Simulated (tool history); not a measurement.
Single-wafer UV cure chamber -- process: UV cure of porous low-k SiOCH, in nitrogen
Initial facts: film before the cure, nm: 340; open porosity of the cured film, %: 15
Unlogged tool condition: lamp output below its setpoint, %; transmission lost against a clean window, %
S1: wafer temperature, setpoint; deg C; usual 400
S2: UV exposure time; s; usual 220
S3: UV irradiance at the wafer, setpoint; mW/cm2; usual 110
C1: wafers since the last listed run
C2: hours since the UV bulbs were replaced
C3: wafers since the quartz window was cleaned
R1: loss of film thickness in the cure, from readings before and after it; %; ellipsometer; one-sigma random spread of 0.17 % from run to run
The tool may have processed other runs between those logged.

| run | hour | S1 | S2 | S3 | C1 | C2 | C3 | R1 |
|---|---|---|---|---|---|---|---|---|
| 1 | 0 | 400 | 220 | 110 | 0 | 1021.4 | 2824 | 10.086 |
| 2 | 44.7 | 400 | 220 | 110 | 320 | 1066.1 | 3145 | 10.012 |
| 3 | 116.5 | 400 | 220 | 110 | 515 | 1137.9 | 3660 | 9.959 |
|  | 217.6 | quartz window cleaned |
| 4 | 218.8 | 400 | 220 | 110 | 676 | 1240.2 | 8 | 9.893 |
| 5 | 267.6 | 400 | 220 | 110 | 350 | 1289 | 358 | 9.908 |
| 6 | 361 | 395 | 220 | 110 | 670 | 1382.4 | 1029 | 9.536 |
| 7 | 420 | 395 | 220 | 110 | 423 | 1441.4 | 1452 | 9.488 |
| 8 | 468.7 | 395 | 220 | 110 | 349 | 1490.1 | 1802 | 9.536 |
|  | 481 | UV bulbs replaced |
| 9 | 504.9 | 400 | 220 | 130 | 202 | 23.9 | 2004 | 11.36 |
| 10 | 613.2 | 400 | 220 | 130 | 777 | 132.2 | 2781 | 11.192 |
| 11 | 718 | 400 | 220 | 110 | 752 | 237 | 3533 | 10.834 |
| 12 | 781.9 | 400 | 220 | 110 | 458 | 300.9 | 3992 | 10.74 |
| 13 | 829.4 | 400 | 220 | 110 | 340 | 348.4 | 4333 | 10.562 |
|  | 869 | quartz window cleaned |
| 14 | 913.1 | 400 | 220 | 110 | 543 | 432.1 | 316 | 10.641 |
| 15 | 952.8 | 400 | 220 | 110 | 284 | 471.8 | 601 | 10.596 |
| 16 | 1059.2 | 400 | 220 | 110 | 763 | 578.2 | 1364 | 10.405 |
| 17 | 1213.8 | 400 | 220 | 110 | 1109 | 732.8 | 2474 | 10.273 |
| 18 | 1262.6 | 407 | 185 | 110 | 350 | 781.6 | 2824 | 9.629 |
| 19 | 1302.4 | 407 | 185 | 110 | 285 | 821.4 | 3110 | 9.64 |
|  | 1445.5 | quartz window cleaned |
| 20 | 1621.9 | 407 | 185 | 110 | 2235 | 1140.9 | 1265 | 9.478 |
| 21 | 1703.2 | 414 | 220 | 137 | 583 | 1222.2 | 1849 | 11.122 |
| 22 | 1791.4 | 400 | 220 | 110 | 632 | 1310.4 | 2482 | 9.88 |
| 23 | 1844.7 | 400 | 220 | 110 | 382 | 1363.7 | 2864 | 9.852 |
| 24 | 1918 | 386 | 320 | 83 | 525 | 1437 | 3390 | 9.708 |
| 25 | 1996 | 386 | 220 | 77 | 559 | 1515 | 3950 | 7.831 |
|  | 2011.9 | quartz window cleaned |
| 26 | 2082.8 | 414 | 220 | 137 | 565 | 1601.8 | 508 | 10.916 |
| 27 | 2135.6 | 387 | 115 | 127 | 378 | 1654.6 | 887 | 7.423 |
|  | 2168.8 | UV bulbs replaced |
| 28 | 2188.1 | 415 | 110 | 149 | 319 | 19.3 | 1206 | 9.282 |
| 29 | 2239.2 | 400 | 220 | 110 | 366 | 70.4 | 1573 | 10.835 |
| 30 | 2346.7 | 412 | 310 | 148 | 771 | 177.9 | 2344 | 13.835 |
| 31 | 2382.7 | 400 | 105 | 110 | 258 | 213.9 | 2603 | 7.519 |
| 32 | 2464.7 | 388 | 265 | 145 | 588 | 295.9 | 3191 | 12.319 |
| 33 | 2514.8 | 382 | 105 | 144 | 359 | 346 | 3551 | 8.376 |
| 34 | 2572.2 | 400 | 220 | 110 | 411 | 403.4 | 3963 | 10.112 |
|  | 2590.5 | quartz window cleaned |
| 35 | 2624 | 383 | 120 | 110 | 314 | 455.2 | 240 | 7.644 |
| 36 | 2717 | 400 | 220 | 110 | 667 | 548.2 | 908 | 10.555 |
| 37 | 2780 | 400 | 120 | 74 | 452 | 611.2 | 1360 | 6.37 |
| 38 | 2867.1 | 410 | 155 | 125 | 625 | 698.3 | 1985 | 9.416 |
| 39 | 2907.7 | 400 | 220 | 110 | 291 | 738.9 | 2276 | 10.322 |
| 40 | 2948.9 | 406 | 285 | 80 | 295 | 780.1 | 2572 | 9.985 |
| 41 | 3001.6 | 415 | 220 | 81 | 378 | 832.8 | 2950 | 9.249 |

Below are 4 alternative next runs, each starting from the tool's condition after run 41. Predict each:
| A | 3002.1 | 400 | 220 | 79 | 3 | 833.3 | 2953 | ? |
| B | 3002.1 | 400 | 170 | 138 | 3 | 833.3 | 2953 | ? |
| C | 3002.1 | 400 | 160 | 110 | 3 | 833.3 | 2953 | ? |
| D | 3002.1 | 406 | 270 | 137 | 3 | 833.3 | 2953 | ? |

| run | R1 |
|---|---|
| A | 8.509 |
| B | 9.704 |
| C | 8.558 |
| D | 11.707 |
Without the tool's hidden state the same runs would have given:
| run | R1 |
|---|---|
| A | 9.023 |
| B | 10.24 |
| C | 9.073 |
| D | 12.27 |

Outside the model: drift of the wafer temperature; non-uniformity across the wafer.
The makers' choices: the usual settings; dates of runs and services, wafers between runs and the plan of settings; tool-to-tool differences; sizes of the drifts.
